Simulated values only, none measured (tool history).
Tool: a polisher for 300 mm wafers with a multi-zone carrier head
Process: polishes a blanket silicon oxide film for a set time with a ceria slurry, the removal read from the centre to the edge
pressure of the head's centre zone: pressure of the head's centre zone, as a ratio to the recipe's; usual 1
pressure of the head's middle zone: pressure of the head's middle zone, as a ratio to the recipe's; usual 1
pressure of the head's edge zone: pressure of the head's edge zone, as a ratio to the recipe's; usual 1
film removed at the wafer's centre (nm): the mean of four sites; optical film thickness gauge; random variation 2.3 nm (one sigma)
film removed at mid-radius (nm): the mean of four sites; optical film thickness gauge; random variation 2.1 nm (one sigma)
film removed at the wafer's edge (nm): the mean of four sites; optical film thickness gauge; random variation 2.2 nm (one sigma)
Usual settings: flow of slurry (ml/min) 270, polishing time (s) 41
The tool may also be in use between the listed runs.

| run | hour | flow of slurry (ml/min) | pressure of the head's centre zone | pressure of the head's middle zone | pressure of the head's edge zone | polishing time (s) | incoming thickness of the incoming film, nm | film removed at the wafer's centre (nm) | film removed at mid-radius (nm) | film removed at the wafer's edge (nm) |
|---|---|---|---|---|---|---|---|---|---|---|
| 1 | 0 | 270 | 1 | 1 | 1 | 41 | 1402.2 | 280.8 | 261.3 | 259.9 |
| 2 | 11.2 | 325 | 1 | 1 | 1 | 41 | 1381.7 | 282.7 | 263.3 | 273.5 |
| 3 | 22.2 | 270 | 1 | 1 | 1 | 41 | 1409.9 | 278.8 | 261.1 | 262.1 |
| 4 | 28.4 | 270 | 1 | 1 | 1 | 41 | 1387 | 281.6 | 265.4 | 266.4 |
| 5 | 34.7 | 270 | 1 | 1 | 1 | 41 | 1396.7 | 280.1 | 266.5 | 265.3 |
| 6 | 50.1 | 270 | 1 | 1 | 1 | 41 | 1412.8 | 282 | 262.3 | 268.6 |
| 7 | 56.7 | 270 | 1 | 1 | 1 | 41 | 1420.6 | 282.4 | 259.8 | 267.8 |
| 8 | 70.3 | 270 | 1 | 1 | 1 | 41 | 1380.9 | 285.2 | 260.3 | 266.2 |
|  | 83 | carrier head's membrane replaced by a new one |
| 9 | 83.5 | 270 | 1 | 1 | 1 | 41 | 1421.4 | 277.6 | 264 | 267.1 |
| 10 | 91.7 | 270 | 1 | 1 | 1 | 41 | 1400.2 | 281.3 | 264.2 | 266.9 |
| 11 | 106.8 | 340 | 1 | 1 | 1.11 | 41 | 1431.4 | 295.5 | 270.1 | 285.1 |
| 12 | 124.5 | 270 | 1.08 | 1 | 1 | 47 | 1398.4 | 352.5 | 300.7 | 309.3 |
|  | 132.5 | edge zone pressure recalibrated |
|  | 139.7 | centre zone pressure recalibrated |
|  | 140.4 | worn pad replaced by a new one |
| 13 | 140.9 | 270 | 1 | 1 | 1 | 41 | 1405.6 | 252.6 | 262.2 | 268.6 |
| 14 | 156.4 | 190 | 0.93 | 1.09 | 1 | 49 | 1417.3 | 263 | 326.7 | 298.5 |
| 15 | 167.3 | 270 | 1 | 1 | 1 | 37 | 1424 | 231.1 | 237.8 | 241.5 |
| 16 | 173.8 | 270 | 1 | 1 | 1.04 | 41 | 1398 | 256.2 | 261.2 | 271.6 |
| 17 | 180.3 | 270 | 1 | 1 | 1 | 41 | 1388.3 | 255.7 | 263.6 | 264.7 |
|  | 193.5 | slurry nozzle cleaned |
| 18 | 195.8 | 220 | 1 | 1.07 | 0.88 | 47 | 1430.9 | 276.4 | 310.1 | 277.7 |
| 19 | 225.6 | 210 | 1 | 1.09 | 1 | 53 | 1424.8 | 316.5 | 353.1 | 336.2 |
| 20 | 237.4 | 270 | 0.91 | 1 | 1 | 41 | 1415.7 | 230.9 | 260.7 | 266.9 |
| 21 | 255.1 | 345 | 0.96 | 1.12 | 0.96 | 41 | 1408.2 | 251.7 | 296.5 | 265.6 |
| 22 | 263.5 | 210 | 1 | 1.09 | 1 | 53 | 1424.7 | 314.5 | 350.6 | 340.2 |
| 23 | 280.3 | 270 | 1.03 | 1 | 1 | 41 | 1433.8 | 263.3 | 264.6 | 267.3 |

The same runs without the tool's hidden state, with the same run-to-run variation:
The hidden state here: removal rate lost through wear of the pad, %; slurry flow missing at the pad, %; deviation of the centre zone's pressure from its setpoint, %; deviation of the edge zone's pressure from its setpoint, %.
| run | film removed at the wafer's centre (nm) |
|---|---|
| 1 | 257.4 |
| 2 | 258.7 |
| 3 | 254.6 |
| 4 | 257 |
| 5 | 255.3 |
| 6 | 256.4 |
| 7 | 256.4 |
| 8 | 258.5 |
| 9 | 251 |
| 10 | 254 |
| 11 | 266.1 |
| 12 | 316.7 |
| 13 | 255.1 |
| 14 | 265.6 |
| 15 | 233.3 |
| 16 | 258.7 |
| 17 | 258.2 |
| 18 | 279 |
| 19 | 319.4 |
| 20 | 233 |
| 21 | 253.9 |
| 22 | 317.2 |
| 23 | 265.5 |
film removed at mid-radius (nm): within 0.2 of the measured result in every run.
film removed at the wafer's edge (nm): as measured in every run.
